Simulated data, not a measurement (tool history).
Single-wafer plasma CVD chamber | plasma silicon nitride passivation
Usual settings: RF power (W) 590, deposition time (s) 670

| run | hour | RF power (W) | deposition time (s) | read-back reference wafer on the same gauge, thickness_nm | mean film thickness on the monitor wafer (angstrom) |
|---|---|---|---|---|---|
| 1 | 0 | 510 | 670 | 1178.229 | 9605.28 |
| 2 | 40.2 | 510 | 670 | 1180.358 | 9560.87 |
| 3 | 108.9 | 590 | 670 | 1179.835 | 10075.18 |
| 4 | 177.9 | 590 | 670 | 1177.434 | 10094.86 |
| 5 | 246.6 | 590 | 670 | 1176.876 | 10076.57 |
| 6 | 280.8 | 590 | 767 | 1175.077 | 11457.9 |
| 7 | 352 | 590 | 767 | 1174.032 | 11521.16 |
| 8 | 409.7 | 590 | 670 | 1173.859 | 10034.93 |
| 9 | 476.5 | 590 | 670 | 1174.209 | 10037.83 |
| 10 | 535.2 | 590 | 670 | 1173.168 | 10037.74 |
| 11 | 695.1 | 590 | 670 | 1172.024 | 10042.51 |
| 12 | 764.9 | 590 | 670 | 1171.91 | 10057.83 |
| 13 | 817.4 | 505 | 670 | 1170.033 | 9494.97 |
| 14 | 926.8 | 505 | 670 | 1170.137 | 9490.71 |
|  | 984.2 | gauge calibrated |
| 15 | 994.1 | 505 | 670 | 1205.189 | 9761.71 |
| 16 | 1049.6 | 680 | 670 | 1204.234 | 10782.88 |
|  | 1084.8 | RF generator calibrated |
| 17 | 1085.4 | 680 | 670 | 1200.307 | 10775.11 |
| 18 | 1111.5 | 620 | 594 | 1199.085 | 9274.6 |
| 19 | 1177.5 | 620 | 594 | 1196.307 | 9197.45 |
| 20 | 1212.1 | 590 | 670 | 1194.103 | 10260.75 |
| 21 | 1263.5 | 710 | 749 | 1192.275 | 12129.46 |
| 22 | 1308.1 | 685 | 777 | 1190.583 | 12471.87 |
| 23 | 1339.9 | 515 | 735 | 1189.117 | 10638.2 |
| 24 | 1404.9 | 590 | 670 | 1186.82 | 10105.2 |

Run 25 comes next. What will it give?
| 25 | 1494.7 | 590 | 670 | ? | ? |

{"run 25": {"read-back reference wafer on the same gauge, thickness_nm": 1183.757, "mean film thickness on the monitor wafer (angstrom)": 10135.67}}
Without the tool's hidden state the same run would have given mean film thickness on the monitor wafer (angstrom) 10360.92.
